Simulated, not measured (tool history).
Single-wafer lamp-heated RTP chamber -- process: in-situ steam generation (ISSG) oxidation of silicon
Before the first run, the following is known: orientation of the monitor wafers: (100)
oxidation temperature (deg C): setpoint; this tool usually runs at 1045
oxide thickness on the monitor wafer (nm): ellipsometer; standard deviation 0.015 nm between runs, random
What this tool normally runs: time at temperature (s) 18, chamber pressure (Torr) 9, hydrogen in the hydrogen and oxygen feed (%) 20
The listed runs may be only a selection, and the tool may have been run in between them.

run	hour	oxidation temperature (deg C)	time at temperature (s)	chamber pressure (Torr)	hydrogen in the hydrogen and oxygen feed (%)	read-back reference wafer on the same gauge, thickness	oxide thickness on the monitor wafer (nm)
1	0	1045	18	10.1	26	6.271	6.308
2	63.4	1045	22	9	20	6.266	6.743
3	122.9	1045	18	9	20	6.272	6.134
4	187.6	1045	18	9	20	6.273	6.133
5	291.4	1045	18	9	20	6.271	6.27
6	347.7	1045	18	9	20	6.278	6.042
7	444.4	1045	18	9	20	6.268	6.05
8	532.4	1045	18	9	20	6.267	6.1
9	613.5	1045	18	9	20	6.276	6.157
10	702.3	1045	18	9	20	6.272	6.033
11	781.3	1045	13	9	20	6.271	5.127
12	843.8	1038	18	9	20	6.264	5.832
13	892.5	1045	18	10.1	26	6.273	6.356
14	957.7	1045	18	7.6	20	6.271	6.173
15	1002.2	1064	13	10.1	11	6.273	5.008
16	1092.2	1052	21	9	23	6.269	7.021
17	1157.6	1045	20	9	25	6.267	6.741
18	1256	1060	22	9.6	15	6.273	6.852
19	1333.2	1039	18	7.7	20	6.265	6.017
20	1432.8	1038	18	9	14	6.267	5.393
21	1484.5	1045	18	9	20	6.269	6.071
22	1543.7	1045	18	8.1	20	6.271	6.117

Removed from this log: 7 entries logged between the listed runs. Between which two listed runs does each belong, and how does the tool's hidden state at the listed run before it compare with that at the listed run after it?
After run 5, before run 6: pyrometer window cleaned and pyrometer calibrated (hour 336.7)
  true wafer temperature minus pyrometer reading, K: 7.42 -> 0.666
  what was measured, less what the result would be without the hidden state, oxide thickness on the monitor wafer (nm): +0.241 -> +0.02
After run 9, before run 10: pyrometer window cleaned and pyrometer calibrated (hour 684.7)
  true wafer temperature minus pyrometer reading, K: 4.39 -> 0.0658
  what was measured, less what the result would be without the hidden state, oxide thickness on the monitor wafer (nm): +0.14 -> +0.002
After run 15, before run 16: hydrogen flow controller replaced (hour 1035.7); pyrometer window cleaned and pyrometer calibrated (hour 1054)
  true wafer temperature minus pyrometer reading, K: 4.95 -> 0.15
  what was measured, less what the result would be without the hidden state, oxide thickness on the monitor wafer (nm): +0.132 -> +0.006
After run 16, before run 17: pressure gauge zeroed (hour 1123.2); gauge calibrated (hour 1136.5)
  true wafer temperature minus pyrometer reading, K: 0.15 -> 0.601
  what was measured, less what the result would be without the hidden state, oxide thickness on the monitor wafer (nm): +0.006 -> +0.022
After run 19, before run 20: pyrometer window cleaned and pyrometer calibrated (hour 1430.9)
  true wafer temperature minus pyrometer reading, K: 3.87 -> 1.03
  what was measured, less what the result would be without the hidden state, oxide thickness on the monitor wafer (nm): +0.116 -> +0.028
